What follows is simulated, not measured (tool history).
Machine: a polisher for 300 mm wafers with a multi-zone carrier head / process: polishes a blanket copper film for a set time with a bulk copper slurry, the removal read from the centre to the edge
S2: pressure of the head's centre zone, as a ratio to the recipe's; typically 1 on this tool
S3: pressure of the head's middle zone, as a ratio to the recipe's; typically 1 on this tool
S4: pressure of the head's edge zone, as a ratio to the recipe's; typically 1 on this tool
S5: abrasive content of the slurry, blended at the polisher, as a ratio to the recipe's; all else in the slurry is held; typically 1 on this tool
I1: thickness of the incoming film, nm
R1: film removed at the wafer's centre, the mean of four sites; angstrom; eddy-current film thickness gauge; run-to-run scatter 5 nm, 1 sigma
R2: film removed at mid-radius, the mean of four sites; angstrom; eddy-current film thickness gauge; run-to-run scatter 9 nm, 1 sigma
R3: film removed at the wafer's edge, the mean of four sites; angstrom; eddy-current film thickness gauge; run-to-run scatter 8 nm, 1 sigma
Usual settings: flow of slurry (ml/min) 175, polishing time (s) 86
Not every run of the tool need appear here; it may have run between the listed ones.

{"run": 1, "day": 0.0, "flow of slurry (ml/min)": 175, "S2": 1, "S3": 1, "S4": 1, "S5": 1, "polishing time (s)": 86, "I1": 4117.5, "R1": 5992, "R2": 6091, "R3": 6039}
{"run": 2, "day": 1.217, "flow of slurry (ml/min)": 190, "S2": 1, "S3": 1, "S4": 1, "S5": 1, "polishing time (s)": 86, "I1": 4111, "R1": 6130, "R2": 6276, "R3": 6124}
{"day": 1.608, "done": "worn pad replaced by a new one"}
{"run": 3, "day": 2.312, "flow of slurry (ml/min)": 190, "S2": 1, "S3": 1, "S4": 1, "S5": 1, "polishing time (s)": 86, "I1": 4043.7, "R1": 6153, "R2": 6037, "R3": 6050}
{"run": 4, "day": 3.742, "flow of slurry (ml/min)": 190, "S2": 1, "S3": 1, "S4": 1, "S5": 1, "polishing time (s)": 86, "I1": 4180.5, "R1": 6179, "R2": 6072, "R3": 5896}
{"run": 5, "day": 4.446, "flow of slurry (ml/min)": 175, "S2": 1, "S3": 1, "S4": 1, "S5": 1, "polishing time (s)": 86, "I1": 4144.1, "R1": 6051, "R2": 6117, "R3": 5924}
{"day": 5.821, "done": "worn pad replaced by a new one"}
{"run": 6, "day": 5.842, "flow of slurry (ml/min)": 175, "S2": 1, "S3": 1, "S4": 1, "S5": 1, "polishing time (s)": 86, "I1": 4170, "R1": 5913, "R2": 6071, "R3": 6033}
{"run": 7, "day": 6.75, "flow of slurry (ml/min)": 175, "S2": 1, "S3": 1, "S4": 1, "S5": 1, "polishing time (s)": 86, "I1": 4095.2, "R1": 5908, "R2": 6099, "R3": 5938}
{"run": 8, "day": 7.45, "flow of slurry (ml/min)": 175, "S2": 1, "S3": 1, "S4": 1, "S5": 1, "polishing time (s)": 86, "I1": 4044.3, "R1": 5928, "R2": 5890, "R3": 5791}
{"run": 9, "day": 8.946, "flow of slurry (ml/min)": 175, "S2": 1, "S3": 1, "S4": 1, "S5": 0.9, "polishing time (s)": 86, "I1": 4116.4, "R1": 5645, "R2": 5894, "R3": 5645}
{"day": 9.592, "done": "edge zone pressure recalibrated"}
{"day": 9.654, "done": "worn pad replaced by a new one"}
{"run": 10, "day": 9.675, "flow of slurry (ml/min)": 175, "S2": 1, "S3": 1, "S4": 1.07, "S5": 0.85, "polishing time (s)": 113, "I1": 4162.7, "R1": 7250, "R2": 7362, "R3": 7578}
{"run": 11, "day": 10.617, "flow of slurry (ml/min)": 175, "S2": 1, "S3": 1, "S4": 1, "S5": 1, "polishing time (s)": 110, "I1": 4171.9, "R1": 7268, "R2": 7593, "R3": 7472}
{"run": 12, "day": 11.492, "flow of slurry (ml/min)": 175, "S2": 1, "S3": 1, "S4": 1.03, "S5": 1, "polishing time (s)": 96, "I1": 4070.8, "R1": 6365, "R2": 6452, "R3": 6562}
{"run": 13, "day": 12.112, "flow of slurry (ml/min)": 175, "S2": 1, "S3": 1, "S4": 1, "S5": 1, "polishing time (s)": 104, "I1": 4117.3, "R1": 6803, "R2": 6941, "R3": 6832}
{"day": 12.617, "done": "slurry nozzle cleaned"}
{"run": 14, "day": 13.054, "flow of slurry (ml/min)": 175, "S2": 1.08, "S3": 1, "S4": 1, "S5": 1, "polishing time (s)": 109, "I1": 4152.7, "R1": 8155, "R2": 7688, "R3": 7756}
{"day": 13.425, "done": "worn pad replaced by a new one"}
{"day": 14.358, "done": "centre zone pressure recalibrated"}
{"day": 14.758, "done": "carrier head's membrane replaced by a new one"}
{"run": 15, "day": 17.417, "flow of slurry (ml/min)": 175, "S2": 1, "S3": 1, "S4": 1, "S5": 1, "polishing time (s)": 86, "I1": 4161.4, "R1": 5942, "R2": 6018, "R3": 5885}
{"day": 17.883, "done": "worn pad replaced by a new one"}
{"run": 16, "day": 17.971, "flow of slurry (ml/min)": 140, "S2": 1, "S3": 1, "S4": 1, "S5": 1, "polishing time (s)": 86, "I1": 4171.3, "R1": 5565, "R2": 5736, "R3": 5774}
{"run": 17, "day": 19.238, "flow of slurry (ml/min)": 175, "S2": 1, "S3": 1, "S4": 1, "S5": 0.8, "polishing time (s)": 78, "I1": 4075.2, "R1": 5042, "R2": 4980, "R3": 5035}

Selected run-to-run steps in R1, each split into two signed amounts: the part the tool would show with no hidden state at all (from settings, incoming material and random variation), and the remainder, which goes to the hidden state together with any gauge scatter not common to the measured and the hidden-state-free results:
Hidden state at play: removal rate lost through wear of the pad, %; slurry flow missing at the pad, %; deviation of the centre zone's pressure from its setpoint, %; deviation of the edge zone's pressure from its setpoint, %.
Run 13 -> 14: S2 1 -> 1.08, polishing time (s) 104 -> 109, slurry nozzle cleaned. R1 +1352 angstrom: hidden state +475, all else +877.
Run 14 -> 15: S2 1.08 -> 1, polishing time (s) 109 -> 86, worn pad replaced by a new one, centre zone pressure recalibrated, carrier head's membrane replaced by a new one. R1 -2213 angstrom: hidden state -32, all else -2181.
